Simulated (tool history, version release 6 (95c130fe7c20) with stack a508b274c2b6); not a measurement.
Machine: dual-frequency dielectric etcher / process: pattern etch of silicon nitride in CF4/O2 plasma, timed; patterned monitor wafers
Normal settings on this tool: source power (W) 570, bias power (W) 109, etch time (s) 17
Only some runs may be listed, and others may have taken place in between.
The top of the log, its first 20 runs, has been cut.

run,hour,source power (W),bias power (W),etch time (s),wafers since the last listed run,hours since the last wet clean,hours since the last source power generator calibration,hours since the last bias power generator calibration,hours since the last upper electrode change,hours since the gauge calibration,"read-back reference wafer on the same gauge, depth_nm",mean etch depth across the wafer (Å)
21,723.5,690,93,15,500,73.7,510.3,246.9,658,239.6,30.49,324.8
22,757.6,570,109,17,585,107.8,544.4,281,692.1,273.7,30.49,312.5
23,786.6,570,109,17,498,136.8,573.4,310,721.1,302.7,30.5,313.9
24,802.8,660,117,15,278,153,589.6,326.2,737.3,318.9,30.51,328.4
25,817.3,500,109,19,249,167.5,604.1,340.7,751.8,333.4,30.52,304.7
26,848.5,450,130,20,536,198.7,635.3,371.9,783,364.6,30.51,297.7
27,862.9,570,109,17,247,213.1,649.7,386.3,797.4,379,30.48,312.6
28,876.9,470,135,13.5,240,227.1,663.7,400.3,811.4,393,30.5,213.1
29,908.8,530,129,17,548,259,695.6,432.2,843.3,424.9,30.5,302.6
30,938.3,570,109,17,506,288.5,725.1,461.7,872.8,454.4,30.51,312.1

4 ways to go on from here, each from the tool as it stands after run 30. What would each give?
A,938.7,570,109,17,6,288.9,725.5,462.1,873.2,454.8,?,?
B,938.7,700,100,22,6,288.9,725.5,462.1,873.2,454.8,?,?
C,938.7,710,135,15,6,288.9,725.5,462.1,873.2,454.8,?,?
D,938.7,520,85,21.5,6,288.9,725.5,462.1,873.2,454.8,?,?

run,"read-back reference wafer on the same gauge, depth_nm",mean etch depth across the wafer (Å)
A,30.51,311.4
B,30.51,488.6
C,30.51,365.3
D,30.51,335.7
Without the tool's hidden state the same runs would have given:
run,mean etch depth across the wafer (Å)
A,317.6
B,498.5
C,372.7
D,342.5
